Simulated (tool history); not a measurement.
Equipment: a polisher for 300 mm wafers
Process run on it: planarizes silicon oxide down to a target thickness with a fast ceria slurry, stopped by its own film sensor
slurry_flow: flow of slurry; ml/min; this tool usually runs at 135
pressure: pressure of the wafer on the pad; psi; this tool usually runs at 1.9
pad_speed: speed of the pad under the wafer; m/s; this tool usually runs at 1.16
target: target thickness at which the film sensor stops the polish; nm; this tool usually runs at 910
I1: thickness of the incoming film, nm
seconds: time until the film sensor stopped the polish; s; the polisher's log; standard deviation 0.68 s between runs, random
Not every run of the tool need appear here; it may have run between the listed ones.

{"run": 1, "day": 0.0, "slurry_flow": 135, "pressure": 1.9, "pad_speed": 1.16, "target": 910, "I1": 1462.8, "seconds": 37.5}
{"run": 2, "day": 1.492, "slurry_flow": 135, "pressure": 1.9, "pad_speed": 1.16, "target": 910, "I1": 1454.8, "seconds": 38.6}
{"run": 3, "day": 2.904, "slurry_flow": 125, "pressure": 1.9, "pad_speed": 1.16, "target": 910, "I1": 1462.3, "seconds": 40.4}
{"run": 4, "day": 3.929, "slurry_flow": 125, "pressure": 1.9, "pad_speed": 1.16, "target": 910, "I1": 1460.8, "seconds": 37.9}
{"run": 5, "day": 4.825, "slurry_flow": 135, "pressure": 1.9, "pad_speed": 1.16, "target": 910, "I1": 1474.2, "seconds": 39.2}
{"run": 6, "day": 6.054, "slurry_flow": 135, "pressure": 1.9, "pad_speed": 1.16, "target": 910, "I1": 1460.2, "seconds": 38.1}
{"day": 6.475, "done": "worn pad replaced by a new one"}
{"run": 7, "day": 7.546, "slurry_flow": 135, "pressure": 1.9, "pad_speed": 1.16, "target": 1010, "I1": 1452.7, "seconds": 29.6}
{"run": 8, "day": 8.338, "slurry_flow": 135, "pressure": 1.9, "pad_speed": 1.16, "target": 910, "I1": 1441.9, "seconds": 35.4}
{"run": 9, "day": 9.212, "slurry_flow": 135, "pressure": 1.9, "pad_speed": 1.16, "target": 910, "I1": 1444.2, "seconds": 37.6}
{"run": 10, "day": 12.196, "slurry_flow": 135, "pressure": 1.9, "pad_speed": 1.16, "target": 851, "I1": 1435.7, "seconds": 40.5}
{"run": 11, "day": 13.167, "slurry_flow": 135, "pressure": 1.9, "pad_speed": 1.16, "target": 910, "I1": 1459.4, "seconds": 38.1}
{"run": 12, "day": 13.879, "slurry_flow": 135, "pressure": 1.9, "pad_speed": 1.16, "target": 993, "I1": 1424.3, "seconds": 29.5}
{"day": 14.062, "done": "worn pad replaced by a new one"}
{"day": 14.512, "done": "head pressure recalibrated"}
{"run": 13, "day": 14.9, "slurry_flow": 135, "pressure": 1.9, "pad_speed": 1.16, "target": 910, "I1": 1447.6, "seconds": 37.6}
{"run": 14, "day": 16.021, "slurry_flow": 135, "pressure": 1.9, "pad_speed": 1.16, "target": 910, "I1": 1440.4, "seconds": 35.6}
{"run": 15, "day": 16.912, "slurry_flow": 135, "pressure": 1.9, "pad_speed": 1.16, "target": 910, "I1": 1434.1, "seconds": 35.8}
{"run": 16, "day": 17.904, "slurry_flow": 95, "pressure": 2.3, "pad_speed": 1.16, "target": 1038, "I1": 1439.4, "seconds": 25.4}
{"run": 17, "day": 18.983, "slurry_flow": 135, "pressure": 1.9, "pad_speed": 1.16, "target": 910, "I1": 1467.1, "seconds": 38.6}
{"day": 20.133, "done": "worn pad replaced by a new one"}
{"run": 18, "day": 20.433, "slurry_flow": 135, "pressure": 1.9, "pad_speed": 1.16, "target": 910, "I1": 1474.7, "seconds": 38.7}
{"run": 19, "day": 21.538, "slurry_flow": 135, "pressure": 1.9, "pad_speed": 1.16, "target": 910, "I1": 1428.1, "seconds": 36}
{"day": 22.675, "done": "slurry nozzle cleaned"}
{"run": 20, "day": 22.808, "slurry_flow": 135, "pressure": 2.3, "pad_speed": 1.16, "target": 1008, "I1": 1448.4, "seconds": 25.2}
{"run": 21, "day": 23.608, "slurry_flow": 105, "pressure": 1.4, "pad_speed": 1.36, "target": 910, "I1": 1461.7, "seconds": 45.6}
{"run": 22, "day": 24.925, "slurry_flow": 135, "pressure": 1.3, "pad_speed": 1.16, "target": 837, "I1": 1451, "seconds": 59.4}
{"run": 23, "day": 26.054, "slurry_flow": 135, "pressure": 2.5, "pad_speed": 0.96, "target": 910, "I1": 1453, "seconds": 34.8}
{"day": 26.438, "done": "worn pad replaced by a new one"}
{"run": 24, "day": 26.871, "slurry_flow": 165, "pressure": 2.2, "pad_speed": 1, "target": 732, "I1": 1433.3, "seconds": 48.1}
{"run": 25, "day": 27.6, "slurry_flow": 135, "pressure": 1.9, "pad_speed": 1.16, "target": 910, "I1": 1436.7, "seconds": 36.5}
{"run": 26, "day": 28.996, "slurry_flow": 170, "pressure": 2.3, "pad_speed": 1.16, "target": 910, "I1": 1443.6, "seconds": 30}
{"run": 27, "day": 29.533, "slurry_flow": 110, "pressure": 1.4, "pad_speed": 1.16, "target": 910, "I1": 1418.8, "seconds": 47.9}
{"run": 28, "day": 30.725, "slurry_flow": 135, "pressure": 1.9, "pad_speed": 1.16, "target": 815, "I1": 1443.5, "seconds": 43.5}
{"run": 29, "day": 32.167, "slurry_flow": 135, "pressure": 1.9, "pad_speed": 1.16, "target": 910, "I1": 1445.6, "seconds": 37.5}
{"day": 32.383, "done": "head pressure recalibrated"}
{"day": 32.712, "done": "worn pad replaced by a new one"}
{"run": 30, "day": 33.467, "slurry_flow": 135, "pressure": 1.6, "pad_speed": 1.16, "target": 910, "I1": 1425.2, "seconds": 41.7}
{"run": 31, "day": 34.075, "slurry_flow": 115, "pressure": 1.9, "pad_speed": 1.16, "target": 856, "I1": 1463.8, "seconds": 44.2}

Alternative continuations, all from the tool just after run 31; predict every row:
{"run": "A", "day": 34.092, "slurry_flow": 135, "pressure": 1.9, "pad_speed": 1.16, "target": 910, "I1": 1470.1, "seconds": "?"}
{"run": "B", "day": 34.092, "slurry_flow": 110, "pressure": 2.1, "pad_speed": 0.76, "target": 852, "I1": 1470.1, "seconds": "?"}
{"run": "C", "day": 34.092, "slurry_flow": 135, "pressure": 1.3, "pad_speed": 1.02, "target": 783, "I1": 1470.1, "seconds": "?"}
{"run": "D", "day": 34.092, "slurry_flow": 135, "pressure": 1.6, "pad_speed": 1.16, "target": 799, "I1": 1470.1, "seconds": "?"}

run=A seconds=40.3
run=B seconds=63
run=C seconds=78.3
run=D seconds=56.4
The same runs, with their run-to-run variation unchanged, on a tool lacking any hidden condition would have given:
run=A seconds=40.3
run=B seconds=63
run=C seconds=78.3
run=D seconds=56.4
